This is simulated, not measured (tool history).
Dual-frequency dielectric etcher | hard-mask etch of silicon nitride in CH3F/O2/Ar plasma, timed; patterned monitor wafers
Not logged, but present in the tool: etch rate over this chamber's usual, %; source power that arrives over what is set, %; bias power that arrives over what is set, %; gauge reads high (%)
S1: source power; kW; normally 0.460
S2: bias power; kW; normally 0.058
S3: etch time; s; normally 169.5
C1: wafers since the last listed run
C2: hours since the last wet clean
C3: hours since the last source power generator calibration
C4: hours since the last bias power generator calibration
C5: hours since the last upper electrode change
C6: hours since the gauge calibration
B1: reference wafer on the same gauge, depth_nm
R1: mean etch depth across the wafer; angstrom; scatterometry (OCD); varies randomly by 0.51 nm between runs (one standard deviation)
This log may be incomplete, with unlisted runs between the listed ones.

| run | hour | S1 | S2 | S3 | C1 | C2 | C3 | C4 | C5 | C6 | B1 | R1 |
|---|---|---|---|---|---|---|---|---|---|---|---|---|
| 1 | 0.0 | 0.490 | 0.058 | 169.5 | 0 | 308.9 | 3499.1 | 2953.8 | 4847.8 | 336.2 | 134.9 | 1259 |
|  | 7.2 | gauge calibrated |
| 2 | 25.4 | 0.460 | 0.058 | 169.5 | 155 | 334.3 | 3524.5 | 2979.2 | 4873.2 | 18.2 | 135.0 | 1217 |
| 3 | 57.1 | 0.460 | 0.058 | 169.5 | 194 | 366.0 | 3556.2 | 3010.9 | 4904.9 | 49.9 | 134.9 | 1210 |
| 4 | 89.0 | 0.460 | 0.058 | 169.5 | 195 | 397.9 | 3588.1 | 3042.8 | 4936.8 | 81.8 | 135.1 | 1215 |
| 5 | 120.6 | 0.460 | 0.058 | 169.5 | 193 | 429.5 | 3619.7 | 3074.4 | 4968.4 | 113.4 | 135.0 | 1209 |
| 6 | 144.3 | 0.460 | 0.058 | 169.5 | 145 | 453.2 | 3643.4 | 3098.1 | 4992.1 | 137.1 | 135.0 | 1208 |
| 7 | 163.3 | 0.460 | 0.047 | 169.5 | 116 | 472.2 | 3662.4 | 3117.1 | 5011.1 | 156.1 | 135.0 | 1123 |
| 8 | 175.4 | 0.460 | 0.058 | 169.5 | 74 | 484.3 | 3674.5 | 3129.2 | 5023.2 | 168.2 | 134.9 | 1207 |
| 9 | 193.2 | 0.460 | 0.058 | 169.5 | 109 | 502.1 | 3692.3 | 3147.0 | 5041.0 | 186.0 | 135.0 | 1205 |
|  | 225.6 | upper electrode replaced |
| 10 | 227.2 | 0.460 | 0.052 | 169.5 | 61 | 536.1 | 3726.3 | 3181.0 | 1.6 | 220.0 | 135.0 | 1172 |
|  | 236.9 | source power generator calibrated |
|  | 269.6 | wet clean of the chamber |
|  | 271.3 | bias power generator calibrated |
| 11 | 271.8 | 0.460 | 0.052 | 169.5 | 91 | 2.2 | 34.9 | 0.5 | 46.2 | 264.6 | 134.7 | 1144 |
| 12 | 286.9 | 0.460 | 0.052 | 169.5 | 92 | 17.3 | 50.0 | 15.6 | 61.3 | 279.7 | 135.0 | 1136 |
| 13 | 314.5 | 0.420 | 0.046 | 127.0 | 169 | 44.9 | 77.6 | 43.2 | 88.9 | 307.3 | 134.7 | 770 |
| 14 | 345.2 | 0.400 | 0.071 | 139.5 | 188 | 75.6 | 108.3 | 73.9 | 119.6 | 338.0 | 135.0 | 950 |
|  | 377.5 | wet clean of the chamber, repeated, since the last time left the tool worse |
| 15 | 378.0 | 0.390 | 0.067 | 143.5 | 53 | 0.5 | 141.1 | 106.7 | 152.4 | 370.8 | 135.1 | 991 |
| 16 | 387.7 | 0.390 | 0.054 | 205.0 | 59 | 10.2 | 150.8 | 116.4 | 162.1 | 380.5 | 135.0 | 1301 |
| 17 | 408.2 | 0.460 | 0.058 | 169.5 | 125 | 30.7 | 171.3 | 136.9 | 182.6 | 401.0 | 135.1 | 1243 |
|  | 409.4 | gauge calibrated |
| 18 | 424.8 | 0.460 | 0.058 | 169.5 | 101 | 47.3 | 187.9 | 153.5 | 199.2 | 15.4 | 135.1 | 1241 |
| 19 | 454.6 | 0.460 | 0.058 | 169.5 | 182 | 77.1 | 217.7 | 183.3 | 229.0 | 45.2 | 135.2 | 1225 |
| 20 | 475.7 | 0.570 | 0.065 | 169.5 | 129 | 98.2 | 238.8 | 204.4 | 250.1 | 66.3 | 134.9 | 1443 |
| 21 | 496.9 | 0.460 | 0.058 | 169.5 | 129 | 119.4 | 260.0 | 225.6 | 271.3 | 87.5 | 135.0 | 1235 |
| 22 | 516.5 | 0.390 | 0.054 | 205.0 | 120 | 139.0 | 279.6 | 245.2 | 290.9 | 107.1 | 135.1 | 1311 |

The next listed run, before its measurement:
| 23 | 535.9 | 0.360 | 0.058 | 169.5 | 118 | 158.4 | 299.0 | 264.6 | 310.3 | 126.5 | ? | ? |

B1: 135.0
R1: 1041 angstrom
Without the tool's hidden state the same run would have given R1 1044 angstrom.

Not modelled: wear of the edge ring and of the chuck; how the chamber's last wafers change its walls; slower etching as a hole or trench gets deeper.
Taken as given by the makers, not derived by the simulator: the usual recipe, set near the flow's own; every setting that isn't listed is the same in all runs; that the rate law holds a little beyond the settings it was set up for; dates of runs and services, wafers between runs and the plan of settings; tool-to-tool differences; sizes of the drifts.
